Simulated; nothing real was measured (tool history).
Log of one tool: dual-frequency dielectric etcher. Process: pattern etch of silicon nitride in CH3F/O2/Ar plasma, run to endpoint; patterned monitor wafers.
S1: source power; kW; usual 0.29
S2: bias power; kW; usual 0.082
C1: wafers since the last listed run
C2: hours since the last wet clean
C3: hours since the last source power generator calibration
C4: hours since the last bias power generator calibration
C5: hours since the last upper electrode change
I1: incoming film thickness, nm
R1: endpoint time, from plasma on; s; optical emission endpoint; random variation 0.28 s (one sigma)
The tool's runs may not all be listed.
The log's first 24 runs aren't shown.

run   hour    S1     S2   C1     C2     C3     C4     C5     I1    R1
 25  665.6  0.29  0.067   83   11.1   90.2  200.1  158.9  31.47  51.6
 26  679.2  0.34  0.095  107   24.7  103.8  213.7  172.5  31.44    40
 27  692.6  0.25  0.088  105   38.1  117.2  227.1  185.9  31.26  49.3
 28  706.1  0.26  0.071  106   51.6  130.7  240.6  199.4  31.38  53.4
 29  728.6  0.29  0.082  177   74.1  153.2  263.1  221.9  31.68  47.6
 30    745  0.23  0.072  129   90.5  169.6  279.5  238.3  31.71    57
 31  768.9  0.29  0.082  188  114.4  193.5  303.4  262.2  31.41    47
 32  789.9  0.33  0.069  166  135.4  214.5  324.4  283.2  31.53  47.5
 33  821.5  0.32  0.069  249    167  246.1    356  314.8  31.61  48.3
 34  856.8  0.23  0.082  279  202.3  281.4  391.3  350.1  31.21  52.9
 35  872.5  0.29  0.073  124    218  297.1    407  365.8  31.59  49.4
 36  893.8  0.32   0.07  168  239.3  318.4  428.3  387.1  31.26  47.1

Forecast each of these 3 alternatives for the next run:
  A  894.2  0.29  0.082   3  239.7  318.8  428.7  387.5  31.06   ?
  B  894.2  0.34  0.065   3  239.7  318.8  428.7  387.5  31.06   ?
  C  894.2  0.25  0.091   3  239.7  318.8  428.7  387.5  31.06   ?

run    R1
  A  45.7
  B  46.8
  C  47.3
Without the tool's hidden state the same runs would have given:
run    R1
  A  46.2
  B  47.3
  C  47.8

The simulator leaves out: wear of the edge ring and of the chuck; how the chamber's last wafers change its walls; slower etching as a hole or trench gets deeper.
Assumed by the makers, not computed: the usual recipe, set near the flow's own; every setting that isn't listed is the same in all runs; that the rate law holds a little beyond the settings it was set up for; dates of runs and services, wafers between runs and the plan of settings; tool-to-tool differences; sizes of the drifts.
